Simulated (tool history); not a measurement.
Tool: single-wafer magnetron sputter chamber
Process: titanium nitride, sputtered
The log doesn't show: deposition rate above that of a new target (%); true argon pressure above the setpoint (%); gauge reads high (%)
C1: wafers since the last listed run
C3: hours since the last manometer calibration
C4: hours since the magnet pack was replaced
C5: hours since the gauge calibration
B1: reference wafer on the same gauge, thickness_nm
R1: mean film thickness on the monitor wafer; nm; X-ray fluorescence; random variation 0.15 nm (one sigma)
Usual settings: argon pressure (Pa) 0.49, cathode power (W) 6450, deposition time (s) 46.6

run 1 hour=0 | argon_pressure_(Pa)=0.49 cathode_power_(W)=6450 deposition_time_(s)=46.6 | C1=0 wafers_on_the_sputter_target=6750 C3=1837.6 C4=8565.6 C5=543 | B1=58.653 | R1=52.651
run 2 hour=30.7 | argon_pressure_(Pa)=0.49 cathode_power_(W)=6450 deposition_time_(s)=46.6 | C1=979 wafers_on_the_sputter_target=7730 C3=1868.3 C4=8596.3 C5=573.7 | B1=58.682 | R1=52.404
-- hour=47.9 sputter target and shields replaced
run 3 hour=65.1 | argon_pressure_(Pa)=0.49 cathode_power_(W)=6450 deposition_time_(s)=46.6 | C1=842 wafers_on_the_sputter_target=549 C3=1902.7 C4=8630.7 C5=608.1 | B1=58.679 | R1=53.697
run 4 hour=79 | argon_pressure_(Pa)=0.49 cathode_power_(W)=6450 deposition_time_(s)=46.6 | C1=443 wafers_on_the_sputter_target=993 C3=1916.6 C4=8644.6 C5=622 | B1=58.691 | R1=53.631
-- hour=89.9 magnet pack replaced
run 5 hour=105.1 | argon_pressure_(Pa)=0.569 cathode_power_(W)=6450 deposition_time_(s)=46.6 | C1=577 wafers_on_the_sputter_target=1571 C3=1942.7 C4=15.2 C5=648.1 | B1=58.661 | R1=52.176
-- hour=119.5 capacitance manometer re-zeroed and calibrated
run 6 hour=120 | argon_pressure_(Pa)=0.569 cathode_power_(W)=6450 deposition_time_(s)=46.6 | C1=220 wafers_on_the_sputter_target=1791 C3=0.5 C4=30.1 C5=663 | B1=58.634 | R1=52.827
run 7 hour=178.3 | argon_pressure_(Pa)=0.569 cathode_power_(W)=6450 deposition_time_(s)=46.6 | C1=1861 wafers_on_the_sputter_target=3652 C3=58.8 C4=88.4 C5=721.3 | B1=58.752 | R1=52.735
run 8 hour=209.7 | argon_pressure_(Pa)=0.49 cathode_power_(W)=6450 deposition_time_(s)=46.6 | C1=1002 wafers_on_the_sputter_target=4654 C3=90.2 C4=119.8 C5=752.7 | B1=58.712 | R1=53.896
run 9 hour=242.5 | argon_pressure_(Pa)=0.49 cathode_power_(W)=6450 deposition_time_(s)=46.6 | C1=1047 wafers_on_the_sputter_target=5701 C3=123 C4=152.6 C5=785.5 | B1=58.687 | R1=53.346
run 10 hour=271.7 | argon_pressure_(Pa)=0.49 cathode_power_(W)=6450 deposition_time_(s)=50.1 | C1=932 wafers_on_the_sputter_target=6633 C3=152.2 C4=181.8 C5=814.7 | B1=58.68 | R1=57.062
run 11 hour=294.3 | argon_pressure_(Pa)=0.49 cathode_power_(W)=6450 deposition_time_(s)=46.6 | C1=721 wafers_on_the_sputter_target=7355 C3=174.8 C4=204.4 C5=837.3 | B1=58.695 | R1=53.037
run 12 hour=309.1 | argon_pressure_(Pa)=0.374 cathode_power_(W)=7200 deposition_time_(s)=41.4 | C1=472 wafers_on_the_sputter_target=7827 C3=189.6 C4=219.2 C5=852.1 | B1=58.741 | R1=52.74
run 13 hour=344.3 | argon_pressure_(Pa)=0.353 cathode_power_(W)=5750 deposition_time_(s)=55.3 | C1=1123 wafers_on_the_sputter_target=8951 C3=224.8 C4=254.4 C5=887.3 | B1=58.689 | R1=60.201
-- hour=353.1 sputter target and shields replaced
run 14 hour=378.9 | argon_pressure_(Pa)=0.563 cathode_power_(W)=6450 deposition_time_(s)=46.6 | C1=849 wafers_on_the_sputter_target=824 C3=259.4 C4=289 C5=921.9 | B1=58.696 | R1=53.349
run 15 hour=476.9 | argon_pressure_(Pa)=0.604 cathode_power_(W)=6450 deposition_time_(s)=46.6 | C1=3128 wafers_on_the_sputter_target=3952 C3=357.4 C4=387 C5=1019.9 | B1=58.692 | R1=51.904
run 16 hour=504.9 | argon_pressure_(Pa)=0.567 cathode_power_(W)=7650 deposition_time_(s)=51.8 | C1=893 wafers_on_the_sputter_target=4846 C3=385.4 C4=415 C5=1047.9 | B1=58.667 | R1=65.952
run 17 hour=588.8 | argon_pressure_(Pa)=0.587 cathode_power_(W)=5100 deposition_time_(s)=44.1 | C1=2678 wafers_on_the_sputter_target=7524 C3=469.3 C4=498.9 C5=1131.8 | B1=58.66 | R1=41.374
-- hour=608.5 sputter target and shields replaced
run 18 hour=622.8 | argon_pressure_(Pa)=0.432 cathode_power_(W)=5200 deposition_time_(s)=42.7 | C1=829 wafers_on_the_sputter_target=457 C3=503.3 C4=532.9 C5=1165.8 | B1=58.692 | R1=43.553
run 19 hour=651.7 | argon_pressure_(Pa)=0.49 cathode_power_(W)=6450 deposition_time_(s)=46.6 | C1=922 wafers_on_the_sputter_target=1380 C3=532.2 C4=561.8 C5=1194.7 | B1=58.715 | R1=54.235
-- hour=668 gauge calibrated
run 20 hour=685.6 | argon_pressure_(Pa)=0.359 cathode_power_(W)=7700 deposition_time_(s)=55.1 | C1=1082 wafers_on_the_sputter_target=2462 C3=566.1 C4=595.7 C5=17.6 | B1=58.725 | R1=75.488
run 21 hour=712 | argon_pressure_(Pa)=0.336 cathode_power_(W)=6450 deposition_time_(s)=41.1 | C1=842 wafers_on_the_sputter_target=3305 C3=592.5 C4=622.1 C5=44 | B1=58.719 | R1=49.513
run 22 hour=726.3 | argon_pressure_(Pa)=0.49 cathode_power_(W)=7300 deposition_time_(s)=52 | C1=456 wafers_on_the_sputter_target=3761 C3=606.8 C4=636.4 C5=58.3 | B1=58.671 | R1=65.774
run 23 hour=750.8 | argon_pressure_(Pa)=0.49 cathode_power_(W)=6450 deposition_time_(s)=46.6 | C1=782 wafers_on_the_sputter_target=4543 C3=631.3 C4=660.9 C5=82.8 | B1=58.679 | R1=53.595
run 24 hour=768.7 | argon_pressure_(Pa)=0.676 cathode_power_(W)=4900 deposition_time_(s)=46.6 | C1=571 wafers_on_the_sputter_target=5115 C3=649.2 C4=678.8 C5=100.7 | B1=58.679 | R1=41.918
run 25 hour=792.5 | argon_pressure_(Pa)=0.614 cathode_power_(W)=5250 deposition_time_(s)=50.9 | C1=759 wafers_on_the_sputter_target=5874 C3=673 C4=702.6 C5=124.5 | B1=58.681 | R1=48.558
run 26 hour=807.5 | argon_pressure_(Pa)=0.49 cathode_power_(W)=7450 deposition_time_(s)=49 | C1=478 wafers_on_the_sputter_target=6353 C3=688 C4=717.6 C5=139.5 | B1=58.652 | R1=62.207
run 27 hour=827.7 | argon_pressure_(Pa)=0.591 cathode_power_(W)=4950 deposition_time_(s)=46.6 | C1=644 wafers_on_the_sputter_target=6998 C3=708.2 C4=737.8 C5=159.7 | B1=58.726 | R1=42.739
-- hour=851 sputter target and shields replaced
run 28 hour=857.4 | argon_pressure_(Pa)=0.49 cathode_power_(W)=6450 deposition_time_(s)=46.6 | C1=692 wafers_on_the_sputter_target=203 C3=737.9 C4=767.5 C5=189.4 | B1=58.644 | R1=54.446
run 29 hour=870.4 | argon_pressure_(Pa)=0.49 cathode_power_(W)=5150 deposition_time_(s)=51.9 | C1=414 wafers_on_the_sputter_target=618 C3=750.9 C4=780.5 C5=202.4 | B1=58.71 | R1=51.83
run 30 hour=903.3 | argon_pressure_(Pa)=0.396 cathode_power_(W)=7300 deposition_time_(s)=55.4 | C1=1050 wafers_on_the_sputter_target=1668 C3=783.8 C4=813.4 C5=235.3 | B1=58.661 | R1=72.768
run 31 hour=936.7 | argon_pressure_(Pa)=0.49 cathode_power_(W)=6450 deposition_time_(s)=46.6 | C1=1066 wafers_on_the_sputter_target=2734 C3=817.2 C4=846.8 C5=268.7 | B1=58.745 | R1=53.689
run 32 hour=957.3 | argon_pressure_(Pa)=0.429 cathode_power_(W)=5450 deposition_time_(s)=55.7 | C1=657 wafers_on_the_sputter_target=3392 C3=837.8 C4=867.4 C5=289.3 | B1=58.734 | R1=58.137
run 33 hour=988.3 | argon_pressure_(Pa)=0.49 cathode_power_(W)=6450 deposition_time_(s)=46.6 | C1=989 wafers_on_the_sputter_target=4381 C3=868.8 C4=898.4 C5=320.3 | B1=58.683 | R1=53.585
run 34 hour=1023.9 | argon_pressure_(Pa)=0.647 cathode_power_(W)=4850 deposition_time_(s)=39 | C1=1136 wafers_on_the_sputter_target=5518 C3=904.4 C4=934 C5=355.9 | B1=58.701 | R1=34.834

Hidden state at the last listed run before each entry between runs and at the first one after, where it differs:
Between runs 2 and 3: sputter target and shields replaced (hour 47.9)
  deposition rate above that of a new target (%): -3.01 -> -0.503; true argon pressure above the setpoint (%): 10.9 -> 11.4
  measured less the result without the state, R1: -2.47 -> -1.147 nm
Between runs 4 and 5: magnet pack replaced (hour 89.9)
  deposition rate above that of a new target (%): -0.675 -> -0.998; true argon pressure above the setpoint (%): 11.5 -> 11.8
  measured less the result without the state, R1: -1.254 -> -1.526 nm
Between runs 5 and 6: capacitance manometer re-zeroed and calibrated (hour 119.5)
  deposition rate above that of a new target (%): -0.998 -> -1.18; true argon pressure above the setpoint (%): 11.8 -> -0.789
  measured less the result without the state, R1: -1.526 -> -0.566 nm
Between runs 13 and 14: sputter target and shields replaced (hour 353.1)
  deposition rate above that of a new target (%): -3.96 -> -0.727; true argon pressure above the setpoint (%): -0.627 -> -0.573
  measured less the result without the state, R1: -2.44 -> -0.342 nm
Between runs 17 and 18: sputter target and shields replaced (hour 608.5)
  deposition rate above that of a new target (%): -3.33 -> -0.663; true argon pressure above the setpoint (%): -0.0815 -> 0.0248
  measured less the result without the state, R1: -1.419 -> -0.292 nm
Between runs 19 and 20: gauge calibrated (hour 668)
  deposition rate above that of a new target (%): -1.02 -> -1.44; true argon pressure above the setpoint (%): 0.121 -> 0.241
  measured less the result without the state, R1: -0.569 -> -1.125 nm
Between runs 27 and 28: sputter target and shields replaced (hour 851)
  deposition rate above that of a new target (%): -3.2 -> -0.329; true argon pressure above the setpoint (%): 0.823 -> 0.961
  measured less the result without the state, R1: -1.474 -> -0.255 nm

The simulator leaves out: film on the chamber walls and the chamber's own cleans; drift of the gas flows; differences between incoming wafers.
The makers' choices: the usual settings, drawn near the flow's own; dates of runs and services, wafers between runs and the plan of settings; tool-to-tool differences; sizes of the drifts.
